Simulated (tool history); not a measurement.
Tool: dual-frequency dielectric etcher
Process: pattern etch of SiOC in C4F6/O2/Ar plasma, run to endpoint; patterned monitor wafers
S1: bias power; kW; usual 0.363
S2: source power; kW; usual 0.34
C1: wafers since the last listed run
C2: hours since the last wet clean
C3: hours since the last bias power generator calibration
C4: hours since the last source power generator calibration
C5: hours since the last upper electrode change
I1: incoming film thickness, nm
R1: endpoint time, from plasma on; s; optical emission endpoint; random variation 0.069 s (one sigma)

run 1 hour=0 | S1=0.363 S2=0.34 | C1=0 C2=328.2 C3=3999.3 C4=2232.8 C5=2560.5 | I1=30.74 | R1=15.6
run 2 hour=10.7 | S1=0.363 S2=0.34 | C1=103 C2=338.9 C3=4010 C4=2243.5 C5=2571.2 | I1=30.57 | R1=15.5
run 3 hour=18.4 | S1=0.363 S2=0.34 | C1=74 C2=346.6 C3=4017.7 C4=2251.2 C5=2578.9 | I1=30.43 | R1=15.5
run 4 hour=30.9 | S1=0.363 S2=0.34 | C1=120 C2=359.1 C3=4030.2 C4=2263.7 C5=2591.4 | I1=30.6 | R1=15.4
run 5 hour=48.7 | S1=0.363 S2=0.34 | C1=171 C2=376.9 C3=4048 C4=2281.5 C5=2609.2 | I1=30.66 | R1=15.6
run 6 hour=60.3 | S1=0.363 S2=0.34 | C1=111 C2=388.5 C3=4059.6 C4=2293.1 C5=2620.8 | I1=30.49 | R1=15.4
run 7 hour=76.5 | S1=0.414 S2=0.38 | C1=156 C2=404.7 C3=4075.8 C4=2309.3 C5=2637 | I1=30.51 | R1=14.3
run 8 hour=87.4 | S1=0.414 S2=0.38 | C1=105 C2=415.6 C3=4086.7 C4=2320.2 C5=2647.9 | I1=30.38 | R1=14.2
run 9 hour=98 | S1=0.363 S2=0.34 | C1=102 C2=426.2 C3=4097.3 C4=2330.8 C5=2658.5 | I1=30.22 | R1=15.4
run 10 hour=115.6 | S1=0.363 S2=0.34 | C1=169 C2=443.8 C3=4114.9 C4=2348.4 C5=2676.1 | I1=30.48 | R1=15.5
run 11 hour=126.3 | S1=0.42 S2=0.34 | C1=103 C2=454.5 C3=4125.6 C4=2359.1 C5=2686.8 | I1=30.54 | R1=15
-- hour=152.3 source power generator calibrated
-- hour=163.1 wet clean of the chamber
-- hour=177.5 upper electrode replaced
run 12 hour=178 | S1=0.288 S2=0.27 | C1=217 C2=14.9 C3=4177.3 C4=25.7 C5=0.5 | I1=30.52 | R1=17.7
run 13 hour=178.4 | S1=0.363 S2=0.26 | C1=3 C2=15.3 C3=4177.7 C4=26.1 C5=0.9 | I1=30.66 | R1=17.1
run 14 hour=178.7 | S1=0.278 S2=0.38 | C1=2 C2=15.6 C3=4178 C4=26.4 C5=1.2 | I1=30.6 | R1=15.1
-- hour=188.1 bias power generator calibrated
run 15 hour=188.6 | S1=0.322 S2=0.34 | C1=56 C2=25.5 C3=0.5 C4=36.3 C5=11.1 | I1=30.26 | R1=15.4
run 16 hour=202.3 | S1=0.297 S2=0.37 | C1=132 C2=39.2 C3=14.2 C4=50 C5=24.8 | I1=30.67 | R1=15.2
run 17 hour=212.3 | S1=0.363 S2=0.34 | C1=96 C2=49.2 C3=24.2 C4=60 C5=34.8 | I1=30.58 | R1=14.9
run 18 hour=229.7 | S1=0.363 S2=0.34 | C1=167 C2=66.6 C3=41.6 C4=77.4 C5=52.2 | I1=30.11 | R1=14.8
run 19 hour=241.3 | S1=0.363 S2=0.34 | C1=111 C2=78.2 C3=53.2 C4=89 C5=63.8 | I1=30.48 | R1=14.9

Forecast each of these 3 alternatives for the next run:
run A hour=241.7 | S1=0.286 S2=0.34 | C1=3 C2=78.6 C3=53.6 C4=89.4 C5=64.2 | I1=30.74 | R1=?
run B hour=241.7 | S1=0.434 S2=0.28 | C1=3 C2=78.6 C3=53.6 C4=89.4 C5=64.2 | I1=30.74 | R1=?
run C hour=241.7 | S1=0.429 S2=0.39 | C1=3 C2=78.6 C3=53.6 C4=89.4 C5=64.2 | I1=30.74 | R1=?

run=A R1=15.9
run=B R1=15.6
run=C R1=13.3
Without the tool's hidden state the same runs would have given:
run=A R1=15.8
run=B R1=15.5
run=C R1=13.2
